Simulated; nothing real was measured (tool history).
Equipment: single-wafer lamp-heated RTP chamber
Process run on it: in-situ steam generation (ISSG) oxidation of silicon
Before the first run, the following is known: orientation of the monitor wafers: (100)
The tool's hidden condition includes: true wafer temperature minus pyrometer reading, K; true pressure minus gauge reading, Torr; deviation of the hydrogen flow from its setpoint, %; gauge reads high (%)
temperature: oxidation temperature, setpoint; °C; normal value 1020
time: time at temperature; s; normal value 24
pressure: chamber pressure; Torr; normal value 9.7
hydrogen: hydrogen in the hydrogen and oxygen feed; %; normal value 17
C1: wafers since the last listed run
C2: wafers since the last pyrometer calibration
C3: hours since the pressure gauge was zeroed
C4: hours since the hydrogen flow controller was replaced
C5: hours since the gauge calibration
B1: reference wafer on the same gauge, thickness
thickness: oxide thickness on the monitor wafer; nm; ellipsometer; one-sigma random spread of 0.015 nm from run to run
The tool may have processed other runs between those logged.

{"run": 1, "hour": 0.0, "temperature": 1020, "time": 24, "pressure": 9.7, "hydrogen": 25, "C1": 0, "C2": 3609, "C3": 237.4, "C4": 1752.1, "C5": 1362.2, "B1": 4.813, "thickness": 6.482}
{"run": 2, "hour": 67.8, "temperature": 1020, "time": 24, "pressure": 9.4, "hydrogen": 17, "C1": 632, "C2": 4241, "C3": 305.2, "C4": 1819.9, "C5": 1430.0, "B1": 4.812, "thickness": 6.033}
{"run": 3, "hour": 168.8, "temperature": 1020, "time": 24, "pressure": 9.4, "hydrogen": 17, "C1": 941, "C2": 5182, "C3": 406.2, "C4": 1920.9, "C5": 1531.0, "B1": 4.811, "thickness": 5.996}
{"run": 4, "hour": 254.6, "temperature": 1020, "time": 24, "pressure": 9.4, "hydrogen": 17, "C1": 800, "C2": 5982, "C3": 492.0, "C4": 2006.7, "C5": 1616.8, "B1": 4.811, "thickness": 6.021}
{"run": 5, "hour": 361.4, "temperature": 1020, "time": 24, "pressure": 9.7, "hydrogen": 17, "C1": 995, "C2": 6978, "C3": 598.8, "C4": 2113.5, "C5": 1723.6, "B1": 4.805, "thickness": 5.969}
{"hour": 457.2, "done": "pyrometer window cleaned and pyrometer calibrated"}
{"run": 6, "hour": 668.7, "temperature": 1020, "time": 24, "pressure": 9.7, "hydrogen": 17, "C1": 2790, "C2": 1971, "C3": 906.1, "C4": 2420.8, "C5": 2030.9, "B1": 4.805, "thickness": 6.009}
{"run": 7, "hour": 721.4, "temperature": 1020, "time": 24, "pressure": 9.7, "hydrogen": 17, "C1": 491, "C2": 2463, "C3": 958.8, "C4": 2473.5, "C5": 2083.6, "B1": 4.808, "thickness": 5.998}
{"run": 8, "hour": 805.8, "temperature": 1024, "time": 31, "pressure": 9.7, "hydrogen": 17, "C1": 786, "C2": 3250, "C3": 1043.2, "C4": 2557.9, "C5": 2168.0, "B1": 4.804, "thickness": 6.969}
{"hour": 849.0, "done": "hydrogen flow controller replaced"}
{"run": 9, "hour": 900.6, "temperature": 1025, "time": 24, "pressure": 9.7, "hydrogen": 17, "C1": 809, "C2": 4059, "C3": 1138.0, "C4": 51.6, "C5": 2262.8, "B1": 4.806, "thickness": 6.111}
{"run": 10, "hour": 963.3, "temperature": 1020, "time": 24, "pressure": 9.7, "hydrogen": 17, "C1": 584, "C2": 4643, "C3": 1200.7, "C4": 114.3, "C5": 2325.5, "B1": 4.802, "thickness": 6.021}
{"run": 11, "hour": 1030.1, "temperature": 1020, "time": 24, "pressure": 9.7, "hydrogen": 23, "C1": 622, "C2": 5266, "C3": 1267.5, "C4": 181.1, "C5": 2392.3, "B1": 4.799, "thickness": 6.411}
{"run": 12, "hour": 1106.6, "temperature": 1020, "time": 24, "pressure": 9.7, "hydrogen": 23, "C1": 713, "C2": 5980, "C3": 1344.0, "C4": 257.6, "C5": 2468.8, "B1": 4.803, "thickness": 6.376}
{"run": 13, "hour": 1170.0, "temperature": 1033, "time": 24, "pressure": 9.7, "hydrogen": 11, "C1": 591, "C2": 6571, "C3": 1407.4, "C4": 321.0, "C5": 2532.2, "B1": 4.799, "thickness": 5.865}
{"run": 14, "hour": 1247.5, "temperature": 1033, "time": 24, "pressure": 9.7, "hydrogen": 11, "C1": 722, "C2": 7293, "C3": 1484.9, "C4": 398.5, "C5": 2609.7, "B1": 4.803, "thickness": 5.836}
{"run": 15, "hour": 1287.6, "temperature": 1020, "time": 29, "pressure": 9.7, "hydrogen": 17, "C1": 373, "C2": 7667, "C3": 1525.0, "C4": 438.6, "C5": 2649.8, "B1": 4.805, "thickness": 6.576}
{"hour": 1298.2, "done": "pyrometer window cleaned and pyrometer calibrated"}
{"hour": 1315.3, "done": "gauge calibrated"}
{"run": 16, "hour": 1336.2, "temperature": 1020, "time": 24, "pressure": 9.7, "hydrogen": 17, "C1": 378, "C2": 354, "C3": 1573.6, "C4": 487.2, "C5": 20.9, "B1": 4.887, "thickness": 6.109}
{"run": 17, "hour": 1397.9, "temperature": 1020, "time": 24, "pressure": 9.4, "hydrogen": 17, "C1": 575, "C2": 929, "C3": 1635.3, "C4": 548.9, "C5": 82.6, "B1": 4.88, "thickness": 6.084}
{"run": 18, "hour": 1466.7, "temperature": 1024, "time": 31, "pressure": 9.7, "hydrogen": 17, "C1": 641, "C2": 1571, "C3": 1704.1, "C4": 617.7, "C5": 151.4, "B1": 4.877, "thickness": 7.075}
{"run": 19, "hour": 1533.1, "temperature": 1020, "time": 24, "pressure": 9.7, "hydrogen": 25, "C1": 619, "C2": 2190, "C3": 1770.5, "C4": 684.1, "C5": 217.8, "B1": 4.869, "thickness": 6.563}
{"run": 20, "hour": 1605.4, "temperature": 1034, "time": 24, "pressure": 8.7, "hydrogen": 12, "C1": 674, "C2": 2864, "C3": 1842.8, "C4": 756.4, "C5": 290.1, "B1": 4.865, "thickness": 6.134}
{"run": 21, "hour": 1666.4, "temperature": 1001, "time": 27, "pressure": 9.7, "hydrogen": 11, "C1": 568, "C2": 3433, "C3": 1903.8, "C4": 817.4, "C5": 351.1, "B1": 4.859, "thickness": 5.404}
{"run": 22, "hour": 1709.9, "temperature": 1020, "time": 27, "pressure": 9.7, "hydrogen": 12, "C1": 405, "C2": 3838, "C3": 1947.3, "C4": 860.9, "C5": 394.6, "B1": 4.856, "thickness": 5.986}
{"run": 23, "hour": 1747.0, "temperature": 1020, "time": 21, "pressure": 9.7, "hydrogen": 20, "C1": 345, "C2": 4184, "C3": 1984.4, "C4": 898.0, "C5": 431.7, "B1": 4.856, "thickness": 5.862}
{"run": 24, "hour": 1853.7, "temperature": 1001, "time": 29, "pressure": 8.7, "hydrogen": 17, "C1": 994, "C2": 5179, "C3": 2091.1, "C4": 1004.7, "C5": 538.4, "B1": 4.849, "thickness": 6.14}
{"hour": 1878.8, "done": "pressure gauge zeroed"}
{"run": 25, "hour": 1918.0, "temperature": 1002, "time": 28, "pressure": 9.7, "hydrogen": 17, "C1": 524, "C2": 5704, "C3": 39.2, "C4": 1069.0, "C5": 602.7, "B1": 4.848, "thickness": 6.013}
{"run": 26, "hour": 2004.7, "temperature": 1034, "time": 28, "pressure": 9.3, "hydrogen": 27, "C1": 808, "C2": 6513, "C3": 125.9, "C4": 1155.7, "C5": 689.4, "B1": 4.846, "thickness": 7.81}
{"run": 27, "hour": 2086.2, "temperature": 1031, "time": 29, "pressure": 9.7, "hydrogen": 17, "C1": 759, "C2": 7272, "C3": 207.4, "C4": 1237.2, "C5": 770.9, "B1": 4.837, "thickness": 7.009}
{"hour": 2139.5, "done": "pyrometer window cleaned and pyrometer calibrated"}
{"run": 28, "hour": 2148.1, "temperature": 1000, "time": 24, "pressure": 10.2, "hydrogen": 20, "C1": 502, "C2": 79, "C3": 269.3, "C4": 1299.1, "C5": 832.8, "B1": 4.836, "thickness": 5.642}
{"run": 29, "hour": 2213.5, "temperature": 1027, "time": 24, "pressure": 9.7, "hydrogen": 17, "C1": 609, "C2": 689, "C3": 334.7, "C4": 1364.5, "C5": 898.2, "B1": 4.836, "thickness": 6.218}
{"run": 30, "hour": 2296.3, "temperature": 1020, "time": 24, "pressure": 9.7, "hydrogen": 17, "C1": 772, "C2": 1461, "C3": 417.5, "C4": 1447.3, "C5": 981.0, "B1": 4.831, "thickness": 6.03}
{"run": 31, "hour": 2359.3, "temperature": 1020, "time": 21, "pressure": 9.7, "hydrogen": 20, "C1": 587, "C2": 2049, "C3": 480.5, "C4": 1510.3, "C5": 1044.0, "B1": 4.827, "thickness": 5.84}

4 ways to go on from here, each from the tool as it stands after run 31. What would each give?
{"run": "A", "hour": 2359.7, "temperature": 1020, "time": 24, "pressure": 10.2, "hydrogen": 17, "C1": 3, "C2": 2052, "C3": 480.9, "C4": 1510.7, "C5": 1044.4, "B1": "?", "thickness": "?"}
{"run": "B", "hour": 2359.7, "temperature": 1020, "time": 20, "pressure": 9.7, "hydrogen": 17, "C1": 3, "C2": 2052, "C3": 480.9, "C4": 1510.7, "C5": 1044.4, "B1": "?", "thickness": "?"}
{"run": "C", "hour": 2359.7, "temperature": 1011, "time": 24, "pressure": 9.7, "hydrogen": 17, "C1": 3, "C2": 2052, "C3": 480.9, "C4": 1510.7, "C5": 1044.4, "B1": "?", "thickness": "?"}
{"run": "D", "hour": 2359.7, "temperature": 1029, "time": 24, "pressure": 9.7, "hydrogen": 17, "C1": 3, "C2": 2052, "C3": 480.9, "C4": 1510.7, "C5": 1044.4, "B1": "?", "thickness": "?"}

run=A B1=4.834 thickness=5.973
run=B B1=4.834 thickness=5.497
run=C B1=4.834 thickness=5.775
run=D B1=4.834 thickness=6.297
The same runs, with their run-to-run variation unchanged, on a tool lacking any hidden condition would have given:
run=A thickness=6.048
run=B thickness=5.566
run=C thickness=5.847
run=D thickness=6.375
